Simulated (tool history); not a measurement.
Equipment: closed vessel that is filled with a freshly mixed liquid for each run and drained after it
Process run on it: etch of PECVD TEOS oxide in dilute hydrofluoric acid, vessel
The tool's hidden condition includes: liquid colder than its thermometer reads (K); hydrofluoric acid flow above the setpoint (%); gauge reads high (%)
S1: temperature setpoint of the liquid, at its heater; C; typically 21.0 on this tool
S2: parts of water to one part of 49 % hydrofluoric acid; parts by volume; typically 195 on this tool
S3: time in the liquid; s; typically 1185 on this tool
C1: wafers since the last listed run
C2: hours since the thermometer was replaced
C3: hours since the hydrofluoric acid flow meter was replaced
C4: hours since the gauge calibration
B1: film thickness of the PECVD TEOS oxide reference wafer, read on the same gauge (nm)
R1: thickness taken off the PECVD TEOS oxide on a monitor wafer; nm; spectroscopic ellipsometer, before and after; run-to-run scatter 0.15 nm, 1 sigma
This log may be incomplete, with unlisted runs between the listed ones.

{"run": 1, "day": 0.0, "S1": 21.0, "S2": 195, "S3": 1185, "C1": 0, "C2": 2032.3, "C3": 2018.6, "C4": 68.0, "B1": 139.96, "R1": 47.38}
{"run": 2, "day": 1.246, "S1": 21.0, "S2": 195, "S3": 1185, "C1": 1799, "C2": 2062.2, "C3": 2048.5, "C4": 97.9, "B1": 139.99, "R1": 48.04}
{"run": 3, "day": 1.904, "S1": 21.0, "S2": 125, "S3": 1185, "C1": 950, "C2": 2078.0, "C3": 2064.3, "C4": 113.7, "B1": 140.0, "R1": 80.11}
{"run": 4, "day": 3.025, "S1": 21.0, "S2": 125, "S3": 1185, "C1": 1618, "C2": 2104.9, "C3": 2091.2, "C4": 140.6, "B1": 140.04, "R1": 79.47}
{"run": 5, "day": 3.617, "S1": 21.0, "S2": 125, "S3": 1185, "C1": 854, "C2": 2119.1, "C3": 2105.4, "C4": 154.8, "B1": 140.01, "R1": 79.27}
{"run": 6, "day": 4.779, "S1": 21.0, "S2": 195, "S3": 1185, "C1": 1679, "C2": 2147.0, "C3": 2133.3, "C4": 182.7, "B1": 140.02, "R1": 47.87}
{"run": 7, "day": 5.704, "S1": 21.0, "S2": 195, "S3": 1185, "C1": 1336, "C2": 2169.2, "C3": 2155.5, "C4": 204.9, "B1": 140.06, "R1": 47.74}
{"run": 8, "day": 7.133, "S1": 21.0, "S2": 195, "S3": 1185, "C1": 2064, "C2": 2203.5, "C3": 2189.8, "C4": 239.2, "B1": 140.03, "R1": 48.04}
{"run": 9, "day": 7.883, "S1": 21.0, "S2": 195, "S3": 1185, "C1": 1083, "C2": 2221.5, "C3": 2207.8, "C4": 257.2, "B1": 140.03, "R1": 48.02}
{"run": 10, "day": 8.388, "S1": 21.0, "S2": 195, "S3": 1185, "C1": 728, "C2": 2233.6, "C3": 2219.9, "C4": 269.3, "B1": 140.01, "R1": 48.05}
{"day": 8.525, "done": "hydrofluoric acid flow meter replaced"}
{"run": 11, "day": 9.175, "S1": 24.0, "S2": 195, "S3": 1185, "C1": 1077, "C2": 2252.5, "C3": 15.6, "C4": 288.2, "B1": 140.02, "R1": 45.81}
{"run": 12, "day": 10.092, "S1": 21.0, "S2": 125, "S3": 1185, "C1": 1323, "C2": 2274.5, "C3": 37.6, "C4": 310.2, "B1": 139.98, "R1": 68.94}
{"run": 13, "day": 10.792, "S1": 25.0, "S2": 220, "S3": 1185, "C1": 1011, "C2": 2291.3, "C3": 54.4, "C4": 327.0, "B1": 139.99, "R1": 41.22}
{"day": 10.908, "done": "thermometer replaced"}
{"day": 11.238, "done": "gauge calibrated"}
{"run": 14, "day": 11.354, "S1": 21.0, "S2": 195, "S3": 1185, "C1": 752, "C2": 10.7, "C3": 67.9, "C4": 2.8, "B1": 140.0, "R1": 40.88}
{"run": 15, "day": 12.888, "S1": 21.0, "S2": 195, "S3": 1600, "C1": 2214, "C2": 47.5, "C3": 104.7, "C4": 39.6, "B1": 140.0, "R1": 55.33}
{"run": 16, "day": 13.429, "S1": 19.5, "S2": 100, "S3": 785, "C1": 782, "C2": 60.5, "C3": 117.7, "C4": 52.6, "B1": 140.02, "R1": 55.29}
{"run": 17, "day": 14.846, "S1": 19.0, "S2": 135, "S3": 1645, "C1": 2046, "C2": 94.5, "C3": 151.7, "C4": 86.6, "B1": 140.0, "R1": 80.69}
{"run": 18, "day": 15.604, "S1": 25.0, "S2": 100, "S3": 1815, "C1": 1095, "C2": 112.7, "C3": 169.9, "C4": 104.8, "B1": 140.0, "R1": 159.47}
{"run": 19, "day": 16.912, "S1": 21.0, "S2": 260, "S3": 560, "C1": 1889, "C2": 144.1, "C3": 201.3, "C4": 136.2, "B1": 139.98, "R1": 13.78}
{"run": 20, "day": 20.629, "S1": 19.0, "S2": 195, "S3": 690, "C1": 5368, "C2": 233.3, "C3": 290.5, "C4": 225.4, "B1": 139.99, "R1": 22.48}
{"run": 21, "day": 21.783, "S1": 21.0, "S2": 195, "S3": 1185, "C1": 1667, "C2": 261.0, "C3": 318.2, "C4": 253.1, "B1": 140.02, "R1": 41.86}
{"run": 22, "day": 23.204, "S1": 21.0, "S2": 195, "S3": 1185, "C1": 2052, "C2": 295.1, "C3": 352.3, "C4": 287.2, "B1": 139.96, "R1": 41.65}

What if the next run were any one of these 3? Each begins from the tool's condition after run 22:
{"run": "A", "day": 23.246, "S1": 26.0, "S2": 195, "S3": 1185, "C1": 60, "C2": 296.1, "C3": 353.3, "C4": 288.2, "B1": "?", "R1": "?"}
{"run": "B", "day": 23.246, "S1": 21.0, "S2": 195, "S3": 730, "C1": 60, "C2": 296.1, "C3": 353.3, "C4": 288.2, "B1": "?", "R1": "?"}
{"run": "C", "day": 23.246, "S1": 21.0, "S2": 290, "S3": 1185, "C1": 60, "C2": 296.1, "C3": 353.3, "C4": 288.2, "B1": "?", "R1": "?"}

run=A B1=140.05 R1=50.44
run=B B1=140.05 R1=25.77
run=C B1=140.05 R1=25.71
What these runs would have given with no unlogged condition in the tool:
run=A R1=49.06
run=B R1=25.08
run=C R1=24.98
